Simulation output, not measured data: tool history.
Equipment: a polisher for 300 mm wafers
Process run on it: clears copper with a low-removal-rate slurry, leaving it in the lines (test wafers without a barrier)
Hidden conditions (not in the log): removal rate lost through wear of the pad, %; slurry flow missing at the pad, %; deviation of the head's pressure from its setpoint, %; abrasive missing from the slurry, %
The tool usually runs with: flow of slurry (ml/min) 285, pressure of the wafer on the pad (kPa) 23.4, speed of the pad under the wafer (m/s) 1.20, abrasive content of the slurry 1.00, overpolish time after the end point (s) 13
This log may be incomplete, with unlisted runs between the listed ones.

run,hour,flow of slurry (ml/min),pressure of the wafer on the pad (kPa),speed of the pad under the wafer (m/s),abrasive content of the slurry,overpolish time after the end point (s),wafers since the last listed run,wafers polished on this pad,hours since the slurry nozzle was cleaned,hours since the head pressure was calibrated,hours since the slurry blender was calibrated,"incoming thickness of the incoming film, nm",time until the end point was called (s),dishing of a wide line in a test structure (angstrom)
1,0.0,285,29.0,1.20,1.00,13,0,537,755.8,495.8,106.3,425.5,82.8,460
2,15.0,285,29.0,1.20,1.00,13,171,709,770.8,510.8,121.3,418.2,81.6,457
3,23.9,285,23.4,1.20,1.00,13,101,810,779.7,519.7,130.2,422.1,96.3,410
4,41.7,285,23.4,1.20,1.00,13,203,1014,797.5,537.5,148.0,422.2,94.3,405
5,50.5,285,23.4,1.20,1.00,13,100,1115,806.3,546.3,156.8,417.6,96.2,407
# hour 61.6: head pressure recalibrated
6,64.1,285,23.4,1.20,1.00,13,132,1247,819.9,2.5,170.4,413.8,103.4,366
# hour 68.8: worn pad replaced by a new one
7,78.7,285,23.4,1.20,1.00,13,121,112,834.5,17.1,185.0,420.3,106.8,374
8,90.5,285,23.4,1.20,1.00,13,135,247,846.3,28.9,196.8,418.5,105.6,371
9,101.4,285,23.4,1.20,1.00,13,124,372,857.2,39.8,207.7,415.3,104.9,374
10,115.3,285,23.4,1.20,1.00,13,159,531,871.1,53.7,221.6,414.0,104.4,384
11,126.8,310,23.4,0.98,1.00,13,131,663,882.6,65.2,233.1,424.9,132.5,325
12,137.0,285,23.4,0.88,0.80,13,116,779,892.8,75.4,243.3,413.9,153.9,259
13,143.4,235,23.4,1.20,1.25,13,73,852,899.2,81.8,249.7,422.9,95.6,393
# hour 160.8: slurry blender recalibrated
14,164.6,285,23.4,1.54,1.00,13,219,1072,920.4,103.0,3.8,420.7,80.8,478
# hour 171.0: worn pad replaced by a new one
15,175.3,285,23.4,1.20,1.00,13,76,49,931.1,113.7,14.5,414.7,104.3,388
# hour 200.5: slurry nozzle cleaned
16,225.7,285,23.4,1.20,1.00,18,565,614,25.2,164.1,64.9,411.9,101.4,512
17,240.2,285,23.4,0.88,0.75,13,165,780,39.7,178.6,79.4,425.5,161.4,257
18,257.8,345,23.4,1.20,1.00,7,201,982,57.3,196.2,97.0,426.0,104.0,210
# hour 269.1: worn pad replaced by a new one
19,269.6,350,29.6,1.36,0.75,13,89,6,69.1,208.0,108.8,415.5,85.4,453
20,282.1,285,23.4,1.36,1.00,13,143,149,81.6,220.5,121.3,415.1,89.7,433
21,291.9,345,23.4,1.20,1.00,7,112,261,91.4,230.3,131.1,416.7,102.4,222
22,327.4,285,15.9,1.10,0.85,13,406,667,126.9,265.8,166.6,416.9,153.7,275
23,343.0,285,23.4,1.20,1.00,13,178,845,142.5,281.4,182.2,414.4,99.7,387
24,351.0,235,23.4,1.20,1.25,13,91,937,150.5,289.4,190.2,421.5,94.3,390
# hour 358.6: worn pad replaced by a new one
25,363.2,285,23.4,1.20,1.00,13,93,53,162.7,301.6,202.4,422.1,103.1,374
26,380.0,365,29.0,1.20,1.00,13,192,245,179.5,318.4,219.2,419.9,87.1,439
27,397.4,255,23.4,0.82,1.00,13,199,444,196.9,335.8,236.6,424.7,155.1,278
28,404.0,285,23.4,1.40,0.85,13,75,519,203.5,342.4,243.2,427.8,95.6,436
29,415.7,380,20.0,1.08,1.00,9,133,653,215.2,354.1,254.9,420.7,127.0,235

Selected run-to-run steps in time until the end point was called (s), each split into two signed amounts: the part the tool would show with no hidden state at all (from settings, incoming material and random variation), and the remainder, which goes to the hidden state together with any gauge scatter not common to the measured and the hidden-state-free results:
Run 2 -> 3: pressure of the wafer on the pad (kPa) 29.0 -> 23.4. time until the end point was called (s) +14.7: hidden state -1.1, all else +15.8.
Run 5 -> 6: head pressure recalibrated. time until the end point was called (s) +7.2: hidden state +7.9, all else -0.7.
Run 16 -> 17: speed of the pad under the wafer (m/s) 1.20 -> 0.88, abrasive content of the slurry 1.00 -> 0.75, overpolish time after the end point (s) 18 -> 13. time until the end point was called (s) +60.0: hidden state +0.2, all else +59.8.
Run 26 -> 27: flow of slurry (ml/min) 365 -> 255, pressure of the wafer on the pad (kPa) 29.0 -> 23.4, speed of the pad under the wafer (m/s) 1.20 -> 0.82. time until the end point was called (s) +68.0: hidden state -1.0, all else +69.0.

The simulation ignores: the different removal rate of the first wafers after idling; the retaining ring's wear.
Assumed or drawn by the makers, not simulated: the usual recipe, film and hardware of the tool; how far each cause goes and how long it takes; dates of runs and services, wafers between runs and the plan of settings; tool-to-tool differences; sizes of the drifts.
